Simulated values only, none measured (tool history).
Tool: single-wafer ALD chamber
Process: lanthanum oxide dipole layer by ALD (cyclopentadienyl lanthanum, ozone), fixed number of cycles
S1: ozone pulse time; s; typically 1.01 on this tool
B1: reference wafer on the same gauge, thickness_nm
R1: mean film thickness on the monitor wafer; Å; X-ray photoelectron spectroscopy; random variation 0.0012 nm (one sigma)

{"run": 1, "hour": 0.0, "S1": 1.01, "B1": 0.444, "R1": 4.87}
{"run": 2, "hour": 44.2, "S1": 1.01, "B1": 0.445, "R1": 4.84}
{"run": 3, "hour": 107.4, "S1": 1.27, "B1": 0.445, "R1": 5.14}
{"run": 4, "hour": 207.3, "S1": 1.27, "B1": 0.445, "R1": 5.13}
{"hour": 265.6, "done": "ozone generator serviced"}
{"run": 5, "hour": 285.0, "S1": 1.01, "B1": 0.445, "R1": 4.92}
{"run": 6, "hour": 327.8, "S1": 1.01, "B1": 0.445, "R1": 4.9}
{"run": 7, "hour": 435.2, "S1": 1.01, "B1": 0.445, "R1": 4.89}
{"run": 8, "hour": 520.0, "S1": 1.01, "B1": 0.445, "R1": 4.88}
{"run": 9, "hour": 606.4, "S1": 1.01, "B1": 0.445, "R1": 4.87}
{"run": 10, "hour": 710.1, "S1": 1.2, "B1": 0.445, "R1": 5.08}
{"run": 11, "hour": 750.9, "S1": 1.01, "B1": 0.445, "R1": 4.85}
{"run": 12, "hour": 815.8, "S1": 0.9, "B1": 0.445, "R1": 4.69}
{"hour": 832.0, "done": "ozone generator serviced"}
{"hour": 862.3, "done": "showerhead replaced"}
{"hour": 977.2, "done": "gauge calibrated"}
{"run": 13, "hour": 1017.9, "S1": 1.01, "B1": 0.445, "R1": 4.89}
{"run": 14, "hour": 1063.8, "S1": 1.11, "B1": 0.445, "R1": 4.99}
{"hour": 1073.1, "done": "thermocouple changed; heater temperature recalibrated"}
{"run": 15, "hour": 1122.5, "S1": 0.83, "B1": 0.445, "R1": 4.6}
{"run": 16, "hour": 1172.8, "S1": 0.82, "B1": 0.445, "R1": 4.59}
{"run": 17, "hour": 1276.2, "S1": 1.33, "B1": 0.445, "R1": 5.17}
{"run": 18, "hour": 1356.2, "S1": 1.21, "B1": 0.444, "R1": 5.05}
{"hour": 1372.6, "done": "ozone generator serviced"}
{"run": 19, "hour": 1437.3, "S1": 1.23, "B1": 0.445, "R1": 5.13}
{"run": 20, "hour": 1536.1, "S1": 0.76, "B1": 0.445, "R1": 4.48}

Forecast each of these 4 alternatives for the next run:
{"run": "A", "hour": 1536.5, "S1": 1.26, "B1": "?", "R1": "?"}
{"run": "B", "hour": 1536.5, "S1": 0.79, "B1": "?", "R1": "?"}
{"run": "C", "hour": 1536.5, "S1": 0.67, "B1": "?", "R1": "?"}
{"run": "D", "hour": 1536.5, "S1": 1.39, "B1": "?", "R1": "?"}

run=A B1=0.445 R1=5.13
run=B B1=0.445 R1=4.54
run=C B1=0.445 R1=4.29
run=D B1=0.445 R1=5.23
Stripped of hidden state, with their random variation kept, the same runs would have yielded:
run=A R1=5.16
run=B R1=4.57
run=C R1=4.33
run=D R1=5.25
